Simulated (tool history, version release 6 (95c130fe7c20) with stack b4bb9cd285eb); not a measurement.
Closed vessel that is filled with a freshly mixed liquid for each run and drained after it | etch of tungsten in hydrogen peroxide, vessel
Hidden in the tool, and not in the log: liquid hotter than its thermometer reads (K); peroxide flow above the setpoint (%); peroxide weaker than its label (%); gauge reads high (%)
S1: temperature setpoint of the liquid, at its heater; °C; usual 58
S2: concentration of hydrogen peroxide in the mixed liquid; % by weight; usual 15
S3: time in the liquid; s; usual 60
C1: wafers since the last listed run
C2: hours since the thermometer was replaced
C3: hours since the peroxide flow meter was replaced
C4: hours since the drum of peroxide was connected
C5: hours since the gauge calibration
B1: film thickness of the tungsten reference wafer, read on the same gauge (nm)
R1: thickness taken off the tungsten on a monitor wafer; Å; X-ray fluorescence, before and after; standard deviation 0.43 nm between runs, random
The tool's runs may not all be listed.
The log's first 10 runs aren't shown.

| run | hour | S1 | S2 | S3 | C1 | C2 | C3 | C4 | C5 | B1 | R1 |
|---|---|---|---|---|---|---|---|---|---|---|---|
| 11 | 134.7 | 58 | 15 | 60 | 1283 | 15.7 | 673.7 | 848.2 | 180.2 | 59.99 | 781.1 |
| 12 | 145.9 | 58 | 15 | 60 | 1615 | 26.9 | 684.9 | 859.4 | 191.4 | 59.98 | 785.1 |
| 13 | 155 | 58 | 15 | 60 | 1312 | 36 | 694 | 868.5 | 200.5 | 60 | 782.5 |
|  | 167.3 | new drum of peroxide connected |
| 14 | 171.8 | 53.5 | 18.5 | 85 | 2278 | 52.8 | 710.8 | 4.5 | 217.3 | 59.99 | 946.4 |
| 15 | 187.1 | 58 | 17 | 30 | 2206 | 68.1 | 726.1 | 19.8 | 232.6 | 59.98 | 417.9 |
|  | 192.2 | gauge calibrated |
| 16 | 199 | 53.5 | 18.5 | 85 | 1716 | 80 | 738 | 31.7 | 6.8 | 59.99 | 948.7 |
| 17 | 207.2 | 58 | 15 | 60 | 1182 | 88.2 | 746.2 | 39.9 | 15 | 60 | 785.1 |
| 18 | 219 | 48.5 | 15 | 75 | 1701 | 100 | 758 | 51.7 | 26.8 | 59.94 | 554.6 |
|  | 225.8 | peroxide flow meter replaced |
| 19 | 230.9 | 51 | 15 | 35 | 1572 | 111.9 | 5.1 | 63.6 | 38.7 | 59.95 | 281.2 |
| 20 | 239.7 | 58 | 17.5 | 70 | 1269 | 120.7 | 13.9 | 72.4 | 47.5 | 60 | 930.8 |
| 21 | 249.3 | 49 | 16.5 | 45 | 1384 | 130.3 | 23.5 | 82 | 57.1 | 60.04 | 337.6 |
| 22 | 257.2 | 58 | 13 | 90 | 1139 | 138.2 | 31.4 | 89.9 | 65 | 60.03 | 1033.6 |
| 23 | 271.3 | 58 | 15 | 60 | 2033 | 152.3 | 45.5 | 104 | 79.1 | 59.95 | 742.6 |
| 24 | 286.3 | 58 | 15 | 60 | 2163 | 167.3 | 60.5 | 119 | 94.1 | 59.97 | 743.6 |
| 25 | 301.4 | 58 | 16.5 | 70 | 2177 | 182.4 | 75.6 | 134.1 | 109.2 | 59.97 | 915.7 |
| 26 | 308 | 58 | 17 | 60 | 951 | 189 | 82.2 | 140.7 | 115.8 | 60 | 795.9 |
| 27 | 315.2 | 66 | 17.5 | 30 | 1038 | 196.2 | 89.4 | 147.9 | 123 | 60.02 | 629.6 |
| 28 | 331 | 49.5 | 12 | 60 | 2278 | 212 | 105.2 | 163.7 | 138.8 | 60.03 | 402.9 |
| 29 | 347.5 | 49.5 | 18 | 80 | 2379 | 228.5 | 121.7 | 180.2 | 155.3 | 60 | 654.6 |
| 30 | 360.2 | 58 | 17.5 | 70 | 1831 | 241.2 | 134.4 | 192.9 | 168 | 60 | 939.3 |

Each row is a separate what-if for the run after 30, all from the same tool condition, not one after another. Results?
| A | 360.9 | 58 | 15 | 60 | 100 | 241.9 | 135.1 | 193.6 | 168.7 | ? | ? |
| B | 360.9 | 58 | 15 | 75 | 100 | 241.9 | 135.1 | 193.6 | 168.7 | ? | ? |
| C | 360.9 | 58 | 15 | 30 | 100 | 241.9 | 135.1 | 193.6 | 168.7 | ? | ? |
| D | 360.9 | 64 | 13.5 | 50 | 100 | 241.9 | 135.1 | 193.6 | 168.7 | ? | ? |

| run | B1 | R1 |
|---|---|---|
| A | 60.01 | 745 |
| B | 60.01 | 931.2 |
| C | 60.01 | 372.5 |
| D | 60.01 | 829.9 |
Had the tool no hidden state, the same runs would have come out as:
| run | R1 |
|---|---|
| A | 736 |
| B | 920 |
| C | 368 |
| D | 819.9 |
